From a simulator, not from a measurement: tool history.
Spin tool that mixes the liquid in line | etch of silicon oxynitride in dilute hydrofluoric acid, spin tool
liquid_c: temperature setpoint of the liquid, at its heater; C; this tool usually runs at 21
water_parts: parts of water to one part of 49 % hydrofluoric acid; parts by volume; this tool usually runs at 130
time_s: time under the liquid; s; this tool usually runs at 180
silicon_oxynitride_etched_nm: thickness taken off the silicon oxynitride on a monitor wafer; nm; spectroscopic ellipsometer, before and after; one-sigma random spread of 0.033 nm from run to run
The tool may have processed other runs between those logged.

run	day	liquid_c	water_parts	time_s	wafers since the last listed run	hours since the thermometer was replaced	hours since the hydrofluoric acid flow meter was replaced	hours since the gauge calibration	read-back film thickness of the silicon oxynitride reference wafer, read on the same gauge (nm)	silicon_oxynitride_etched_nm
1	0	21	130	180	0	333	528.5	749.6	89.98	1.647
2	2.146	21	130	180	364	384.5	580	801.1	90.03	1.611
3	4.342	21	130	180	372	437.2	632.7	853.8	89.992	1.642
4	5.767	21	130	180	241	471.4	666.9	888	90.021	1.663
5	7.221	19.5	130	180	246	506.3	701.8	922.9	90	1.548
6	9.342	21	130	180	360	557.2	752.7	973.8	89.985	1.649
7	11.008	21	130	180	282	597.2	792.7	1013.8	89.976	1.635
8	13.879	21	130	180	487	666.1	861.6	1082.7	90.042	1.64
9	18.25	21	130	180	741	771	966.5	1187.6	89.998	1.61
10	20.658	17	130	180	408	828.8	1024.3	1245.4	89.961	1.368
11	22.808	21	130	180	364	880.4	1075.9	1297	90.032	1.622
12	25.483	21	130	180	454	944.6	1140.1	1361.2	90.039	1.547
13	28.25	21	130	180	469	1011	1206.5	1427.6	90.013	1.592
# day 29.158: hydrofluoric acid flow meter replaced
14	29.392	18	85	180	186	1038.4	5.6	1455	90.011	2.099
# day 30.888: gauge calibrated
15	31.304	21	130	180	324	1084.3	51.5	10	89.974	1.643
16	33.842	26	165	70	430	1145.2	112.4	70.9	90.007	0.595
17	35.862	18	75	180	343	1193.7	160.9	119.4	90.026	2.408
18	38.304	21	130	180	414	1252.3	219.5	178	90.003	1.59
# day 44.017: thermometer replaced
19	47.112	21	90	270	1488	74.3	430.9	389.4	90.006	3.582
20	54.071	18.5	150	260	1181	241.3	597.9	556.4	89.954	1.807
21	56.262	21	130	180	372	293.9	650.5	609	90	1.671
22	58.679	21	100	80	410	351.9	708.5	667	90.004	0.973
23	61.354	21	130	180	454	416.1	772.7	731.2	90.004	1.619
24	63.417	23.5	110	180	350	465.6	822.2	780.7	89.988	2.171

Run by run, hidden condition taken away, random variation retained:
Hidden conditions of the tool in this case: liquid colder than its thermometer reads (K); hydrofluoric acid flow below the setpoint (%); gauge reads high (%).
run	silicon_oxynitride_etched_nm
1	1.686
2	1.655
3	1.692
4	1.718
5	1.603
6	1.713
7	1.703
8	1.715
9	1.695
10	1.448
11	1.719
12	1.647
13	1.702
14	2.256
15	1.765
16	0.638
17	2.616
18	1.726
19	3.612
20	1.842
21	1.708
22	0.999
23	1.668
24	2.243
